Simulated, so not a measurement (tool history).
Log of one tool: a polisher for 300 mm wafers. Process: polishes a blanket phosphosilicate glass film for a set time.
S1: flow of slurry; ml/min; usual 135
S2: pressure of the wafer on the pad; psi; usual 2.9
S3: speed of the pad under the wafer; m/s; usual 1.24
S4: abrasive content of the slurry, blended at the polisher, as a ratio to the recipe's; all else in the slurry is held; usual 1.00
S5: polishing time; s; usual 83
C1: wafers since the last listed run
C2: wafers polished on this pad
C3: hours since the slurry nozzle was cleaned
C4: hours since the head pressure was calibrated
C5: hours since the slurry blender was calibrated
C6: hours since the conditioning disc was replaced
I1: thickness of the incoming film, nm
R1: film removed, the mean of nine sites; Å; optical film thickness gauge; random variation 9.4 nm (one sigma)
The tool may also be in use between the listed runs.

{"run": 1, "hour": 0.0, "S1": 135, "S2": 2.9, "S3": 1.24, "S4": 1.0, "S5": 83, "C1": 0, "C2": 2691, "C3": 377.3, "C4": 440.7, "C5": 85.1, "C6": 291.9, "I1": 3136.8, "R1": 5777}
{"hour": 21.5, "done": "conditioning disc replaced and pad reconditioned"}
{"hour": 36.0, "done": "worn pad replaced by a new one"}
{"run": 2, "hour": 93.1, "S1": 135, "S2": 2.9, "S3": 1.24, "S4": 1.0, "S5": 83, "C1": 1041, "C2": 682, "C3": 470.4, "C4": 533.8, "C5": 178.2, "C6": 71.6, "I1": 3166.7, "R1": 5358}
{"run": 3, "hour": 151.9, "S1": 135, "S2": 2.9, "S3": 1.24, "S4": 1.0, "S5": 83, "C1": 703, "C2": 1385, "C3": 529.2, "C4": 592.6, "C5": 237.0, "C6": 130.4, "I1": 3182.9, "R1": 5449}
{"hour": 196.1, "done": "slurry blender recalibrated"}
{"run": 4, "hour": 217.1, "S1": 135, "S2": 2.9, "S3": 1.24, "S4": 1.0, "S5": 83, "C1": 755, "C2": 2141, "C3": 594.4, "C4": 657.8, "C5": 21.0, "C6": 195.6, "I1": 3181.8, "R1": 5948}
{"hour": 251.1, "done": "slurry nozzle cleaned"}
{"run": 5, "hour": 275.4, "S1": 135, "S2": 2.9, "S3": 1.24, "S4": 1.0, "S5": 83, "C1": 685, "C2": 2826, "C3": 24.3, "C4": 716.1, "C5": 79.3, "C6": 253.9, "I1": 3152.1, "R1": 5528}
{"hour": 289.7, "done": "conditioning disc replaced and pad reconditioned"}
{"run": 6, "hour": 321.7, "S1": 135, "S2": 2.9, "S3": 1.24, "S4": 1.0, "S5": 83, "C1": 529, "C2": 3356, "C3": 70.6, "C4": 762.4, "C5": 125.6, "C6": 32.0, "I1": 3174.5, "R1": 5319}
{"hour": 344.0, "done": "worn pad replaced by a new one"}
{"run": 7, "hour": 416.6, "S1": 135, "S2": 2.9, "S3": 1.24, "S4": 1.0, "S5": 83, "C1": 1086, "C2": 868, "C3": 165.5, "C4": 857.3, "C5": 220.5, "C6": 126.9, "I1": 3173.1, "R1": 5089}
{"hour": 501.5, "done": "slurry blender recalibrated"}
{"run": 8, "hour": 506.7, "S1": 135, "S2": 2.9, "S3": 1.24, "S4": 1.0, "S5": 83, "C1": 1053, "C2": 1921, "C3": 255.6, "C4": 947.4, "C5": 5.2, "C6": 217.0, "I1": 3148.5, "R1": 6251}
{"run": 9, "hour": 543.5, "S1": 135, "S2": 2.9, "S3": 1.24, "S4": 1.0, "S5": 83, "C1": 440, "C2": 2361, "C3": 292.4, "C4": 984.2, "C5": 42.0, "C6": 253.8, "I1": 3142.4, "R1": 5656}
{"run": 10, "hour": 590.2, "S1": 135, "S2": 2.9, "S3": 1.24, "S4": 1.0, "S5": 83, "C1": 558, "C2": 2920, "C3": 339.1, "C4": 1030.9, "C5": 88.7, "C6": 300.5, "I1": 3158.5, "R1": 5673}
{"hour": 593.6, "done": "conditioning disc replaced and pad reconditioned"}
{"run": 11, "hour": 647.2, "S1": 135, "S2": 2.9, "S3": 1.24, "S4": 1.2, "S5": 60, "C1": 657, "C2": 3577, "C3": 396.1, "C4": 1087.9, "C5": 145.7, "C6": 53.6, "I1": 3208.6, "R1": 4272}
{"hour": 655.0, "done": "worn pad replaced by a new one"}
{"run": 12, "hour": 714.3, "S1": 135, "S2": 2.9, "S3": 1.24, "S4": 1.0, "S5": 83, "C1": 754, "C2": 709, "C3": 463.2, "C4": 1155.0, "C5": 212.8, "C6": 120.7, "I1": 3134.7, "R1": 5119}
{"hour": 792.4, "done": "slurry blender recalibrated"}
{"run": 13, "hour": 794.9, "S1": 135, "S2": 2.4, "S3": 1.66, "S4": 1.0, "S5": 83, "C1": 939, "C2": 1648, "C3": 543.8, "C4": 1235.6, "C5": 2.5, "C6": 201.3, "I1": 3150.7, "R1": 6521}
{"hour": 823.9, "done": "slurry nozzle cleaned"}
{"hour": 830.2, "done": "head pressure recalibrated"}
{"hour": 868.0, "done": "conditioning disc replaced and pad reconditioned"}
{"hour": 962.6, "done": "worn pad replaced by a new one"}
{"hour": 1060.9, "done": "slurry blender recalibrated"}
{"run": 14, "hour": 1073.2, "S1": 135, "S2": 2.9, "S3": 1.24, "S4": 0.75, "S5": 83, "C1": 3196, "C2": 1299, "C3": 249.3, "C4": 243.0, "C5": 12.3, "C6": 205.2, "I1": 3195.7, "R1": 5029}
{"hour": 1159.4, "done": "conditioning disc replaced and pad reconditioned"}
{"run": 15, "hour": 1162.7, "S1": 170, "S2": 3.5, "S3": 1.24, "S4": 1.0, "S5": 68, "C1": 1046, "C2": 2345, "C3": 338.8, "C4": 332.5, "C5": 101.8, "C6": 3.3, "I1": 3222.2, "R1": 5731}
{"hour": 1285.7, "done": "worn pad replaced by a new one"}
{"run": 16, "hour": 1302.8, "S1": 90, "S2": 3.4, "S3": 1.24, "S4": 1.2, "S5": 100, "C1": 1627, "C2": 203, "C3": 478.9, "C4": 472.6, "C5": 241.9, "C6": 143.4, "I1": 3214.4, "R1": 7417}

Forecast run 17:
{"run": 17, "hour": 1358.7, "S1": 135, "S2": 2.6, "S3": 1.24, "S4": 1.0, "S5": 83, "C1": 668, "C2": 872, "C3": 534.8, "C4": 528.5, "C5": 297.8, "C6": 199.3, "I1": 3169.4, "R1": "?"}

R1: 4835 Å
Without the tool's hidden state the same run would have given R1 6002 Å.

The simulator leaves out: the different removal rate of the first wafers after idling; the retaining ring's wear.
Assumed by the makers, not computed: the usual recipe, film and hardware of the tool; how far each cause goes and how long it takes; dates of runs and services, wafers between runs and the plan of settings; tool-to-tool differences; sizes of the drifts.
